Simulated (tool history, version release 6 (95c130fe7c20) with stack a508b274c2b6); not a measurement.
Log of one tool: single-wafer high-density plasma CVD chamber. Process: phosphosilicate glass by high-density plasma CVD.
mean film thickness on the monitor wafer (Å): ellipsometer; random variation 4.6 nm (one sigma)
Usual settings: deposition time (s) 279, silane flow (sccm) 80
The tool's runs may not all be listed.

run,day,deposition time (s),silane flow (sccm),wafers since the last listed run,hours since the silane flow controller was replaced,hours since the gauge calibration,"read-back reference wafer on the same gauge, thickness_nm",mean film thickness on the monitor wafer (Å)
1,0.000,279,88,0,1981.1,441.1,2050.280,21964.31
2,2.754,279,88,306,2047.2,507.2,2048.077,22035.21
3,4.883,279,80,236,2098.3,558.3,2051.082,20235.02
4,6.921,279,80,226,2147.2,607.2,2050.357,20172.55
5,9.325,279,80,267,2204.9,664.9,2047.777,20139.23
6,11.129,279,80,200,2248.2,708.2,2049.375,20191.32
7,20.033,279,80,989,2461.9,921.9,2047.674,20103.29
8,22.229,279,87,244,2514.6,974.6,2051.574,21652.33
9,23.233,322,87,111,2538.7,998.7,2051.238,24961.89
10,26.183,279,80,327,2609.5,1069.5,2049.215,20155.66
11,27.546,279,80,151,2642.2,1102.2,2050.481,20166.28
12,29.988,279,80,271,2700.8,1160.8,2051.333,20141.77
13,32.883,279,80,321,2770.3,1230.3,2049.217,20086.59
14,35.529,279,80,294,2833.8,1293.8,2050.011,20097.17
15,37.992,279,80,273,2892.9,1352.9,2049.473,20128.75
# day 39.050: silane flow controller replaced
16,40.562,279,80,248,36.3,1414.6,2049.497,20616.28
17,43.458,279,80,321,105.8,1484.1,2048.910,20578.90
18,45.296,279,76,204,149.9,1528.2,2050.958,19657.82
19,46.683,279,80,154,183.2,1561.5,2051.680,20563.20
20,47.771,279,80,120,209.3,1587.6,2049.206,20483.63
21,50.288,279,80,279,269.7,1648.0,2052.379,20630.12
22,51.892,279,80,178,308.2,1686.5,2051.191,20481.82
23,53.617,253,94,191,349.6,1727.9,2048.443,21398.86
24,56.375,259,72,306,415.8,1794.1,2050.130,17419.69
25,59.321,279,85,327,486.5,1864.8,2051.451,21531.76
26,61.717,238,87,266,544.0,1922.3,2051.658,18769.39
27,62.817,257,68,122,570.4,1948.7,2051.341,16405.45
28,65.338,258,80,280,630.9,2009.2,2050.126,18928.92
29,67.600,260,95,251,685.2,2063.5,2048.473,22283.32
# day 67.629: gauge calibrated
30,69.100,279,80,166,721.2,35.3,2051.476,20459.15
31,70.308,320,75,134,750.2,64.3,2053.111,22281.25
32,71.721,279,80,156,784.1,98.2,2051.243,20360.01
33,74.504,279,80,309,850.9,165.0,2049.897,20381.14
34,76.733,238,92,247,904.4,218.5,2051.125,19729.86
35,77.925,262,95,132,933.0,247.1,2049.976,22316.97
36,80.346,279,76,269,991.1,305.2,2050.025,19538.88
37,82.892,225,76,282,1052.2,366.3,2049.708,15674.88
38,86.504,306,80,401,1138.9,453.0,2051.001,22369.80
39,88.146,279,92,182,1178.3,492.4,2048.137,22974.41
40,89.596,227,66,161,1213.1,527.2,2049.167,14073.30
41,90.738,279,80,126,1240.5,554.6,2049.498,20401.59
42,92.108,254,68,152,1273.4,587.5,2048.121,16131.87
43,93.442,332,91,148,1305.4,619.5,2047.893,27052.47
44,94.600,279,80,128,1333.2,647.3,2049.407,20336.68

Entry by entry between the runs, the difference in hidden state between the last listed run before and the first listed run after:
Between runs 15 and 16: silane flow controller replaced (day 39.050)
  delivered silane flow above the setpoint (%): -2.44 -> 0.335
  measured minus no-state result, mean film thickness on the monitor wafer (Å): -433.83 -> +59.49
Between runs 29 and 30: gauge calibrated (day 67.629)
  delivered silane flow above the setpoint (%): -0.258 -> -0.291
  measured minus no-state result, mean film thickness on the monitor wafer (Å): -49.91 -> -51.68
